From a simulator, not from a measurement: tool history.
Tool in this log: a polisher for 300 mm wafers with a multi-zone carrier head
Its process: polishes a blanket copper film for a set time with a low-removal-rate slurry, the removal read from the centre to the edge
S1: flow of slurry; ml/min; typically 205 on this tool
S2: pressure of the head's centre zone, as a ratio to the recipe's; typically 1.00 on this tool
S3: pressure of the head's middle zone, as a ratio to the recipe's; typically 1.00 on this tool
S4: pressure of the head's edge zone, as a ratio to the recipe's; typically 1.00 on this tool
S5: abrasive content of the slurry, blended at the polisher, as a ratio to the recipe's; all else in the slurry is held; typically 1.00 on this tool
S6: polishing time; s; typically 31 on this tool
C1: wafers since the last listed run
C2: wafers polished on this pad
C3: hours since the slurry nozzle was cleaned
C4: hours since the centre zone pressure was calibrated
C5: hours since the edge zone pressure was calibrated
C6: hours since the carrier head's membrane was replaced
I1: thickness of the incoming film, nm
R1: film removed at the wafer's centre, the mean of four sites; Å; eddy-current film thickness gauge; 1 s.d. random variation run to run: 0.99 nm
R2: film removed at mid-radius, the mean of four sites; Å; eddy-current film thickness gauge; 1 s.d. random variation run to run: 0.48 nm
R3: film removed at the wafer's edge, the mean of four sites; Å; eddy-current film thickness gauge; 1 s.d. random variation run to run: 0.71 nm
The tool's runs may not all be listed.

Run 1, hour 0.0: usual settings but S3 1.05, S4 1.03; C1 0; C2 808; C3 465.7; C4 559.5; C5 156.1; C6 44.9; I1 1128.3. Result: R1 694 Å, R2 729 Å, R3 721 Å.
At hour 40.2: slurry nozzle cleaned.
Run 2, hour 80.7: usual settings but S3 1.05, S4 1.03; C1 1022; C2 1831; C3 40.5; C4 640.2; C5 236.8; C6 125.6; I1 1088.1. Result: R1 682 Å, R2 715 Å, R3 711 Å.
Run 3, hour 188.2: usual settings but S5 0.95; C1 1379; C2 3210; C3 148.0; C4 747.7; C5 344.3; C6 233.1; I1 1108.7. Result: R1 680 Å, R2 667 Å, R3 685 Å.
At hour 205.0: worn pad replaced by a new one.
Run 4, hour 295.5: usual settings but S5 0.95; C1 1325; C2 1161; C3 255.3; C4 855.0; C5 451.6; C6 340.4; I1 1111.1. Result: R1 664 Å, R2 677 Å, R3 695 Å.
Run 5, hour 384.9: usual settings but S3 1.09; C1 1147; C2 2308; C3 344.7; C4 944.4; C5 541.0; C6 429.8; I1 1120.5. Result: R1 687 Å, R2 740 Å, R3 698 Å.
Run 6, hour 425.9: usual settings but S3 1.09; C1 526; C2 2834; C3 385.7; C4 985.4; C5 582.0; C6 470.8; I1 1096.5. Result: R1 681 Å, R2 730 Å, R3 685 Å.
At hour 442.7: worn pad replaced by a new one.
At hour 472.3: slurry nozzle cleaned.
Run 7, hour 515.9: usual settings but S3 1.09; C1 1090; C2 926; C3 43.6; C4 1075.4; C5 672.0; C6 560.8; I1 1102.4. Result: R1 699 Å, R2 759 Å, R3 712 Å.
At hour 587.6: edge zone pressure recalibrated.
Run 8, hour 591.2: usual settings; C1 940; C2 1867; C3 118.9; C4 1150.7; C5 3.6; C6 636.1; I1 1122.4. Result: R1 692 Å, R2 686 Å, R3 707 Å.
Run 9, hour 654.2: usual settings but S2 0.93, S3 0.94, S5 1.20; C1 808; C2 2675; C3 181.9; C4 1213.7; C5 66.6; C6 699.1; I1 1085.8. Result: R1 677 Å, R2 688 Å, R3 722 Å.
At hour 684.8: centre zone pressure recalibrated.
Run 10, hour 711.5: usual settings; C1 709; C2 3385; C3 239.2; C4 26.7; C5 123.9; C6 756.4; I1 1113.2. Result: R1 675 Å, R2 676 Å, R3 696 Å.
At hour 740.8: worn pad replaced by a new one.
At hour 765.1: carrier head's membrane replaced by a new one.
Run 11, hour 777.7: usual settings but S3 1.11, S4 0.96; C1 733; C2 408; C3 305.4; C4 92.9; C5 190.1; C6 12.6; I1 1107.5. Result: R1 711 Å, R2 772 Å, R3 706 Å.
Run 12, hour 859.2: usual settings; C1 1045; C2 1454; C3 386.9; C4 174.4; C5 271.6; C6 94.1; I1 1110.4. Result: R1 677 Å, R2 687 Å, R3 716 Å.
Run 13, hour 922.8: usual settings but S1 260 ml/min, S2 1.09; C1 816; C2 2270; C3 450.5; C4 238.0; C5 335.2; C6 157.7; I1 1125.3. Result: R1 743 Å, R2 709 Å, R3 721 Å.
At hour 964.4: slurry nozzle cleaned.
At hour 1017.5: worn pad replaced by a new one.
Run 14, hour 1025.1: usual settings but S1 165 ml/min, S3 0.94, S6 38 s; C1 1248; C2 97; C3 60.7; C4 340.3; C5 437.5; C6 260.0; I1 1102.2. Result: R1 860 Å, R2 805 Å, R3 881 Å.
Run 15, hour 1151.3: usual settings but S2 1.03, S4 1.07; C1 1619; C2 1717; C3 186.9; C4 466.5; C5 563.7; C6 386.2; I1 1099.8. Result: R1 699 Å, R2 685 Å, R3 716 Å.
Run 16, hour 1257.8: usual settings but S1 175 ml/min; C1 1366; C2 3083; C3 293.4; C4 573.0; C5 670.2; C6 492.7; I1 1098.1. Result: R1 655 Å, R2 668 Å, R3 678 Å.
At hour 1305.6: worn pad replaced by a new one.
Run 17, hour 1306.1: usual settings but S4 1.07; C1 568; C2 6; C3 341.7; C4 621.3; C5 718.5; C6 541.0; I1 1105.5. Result: R1 711 Å, R2 729 Å, R3 749 Å.

Alternative continuations, all from the tool just after run 17; predict every row:
Run A, hour 1306.5: usual settings; C1 5; C2 11; C3 342.1; C4 621.7; C5 718.9; C6 541.4; I1 1102.7. Result: R1 ?, R2 ?, R3 ?.
Run B, hour 1306.5: usual settings but S3 1.12; C1 5; C2 11; C3 342.1; C4 621.7; C5 718.9; C6 541.4; I1 1102.7. Result: R1 ?, R2 ?, R3 ?.
Run C, hour 1306.5: usual settings but S4 0.89, S5 1.30; C1 5; C2 11; C3 342.1; C4 621.7; C5 718.9; C6 541.4; I1 1102.7. Result: R1 ?, R2 ?, R3 ?.
Run D, hour 1306.5: usual settings but S2 0.92, S5 1.20; C1 5; C2 11; C3 342.1; C4 621.7; C5 718.9; C6 541.4; I1 1102.7. Result: R1 ?, R2 ?, R3 ?.

run   R1   R2   R3
  A  725  726  721
  B  726  800  720
  C  786  787  750
  D  707  768  763
With no hidden state in the tool, these same runs would have given:
run   R1   R2   R3
  A  730  731  726
  B  730  805  725
  C  791  792  755
  D  712  773  768
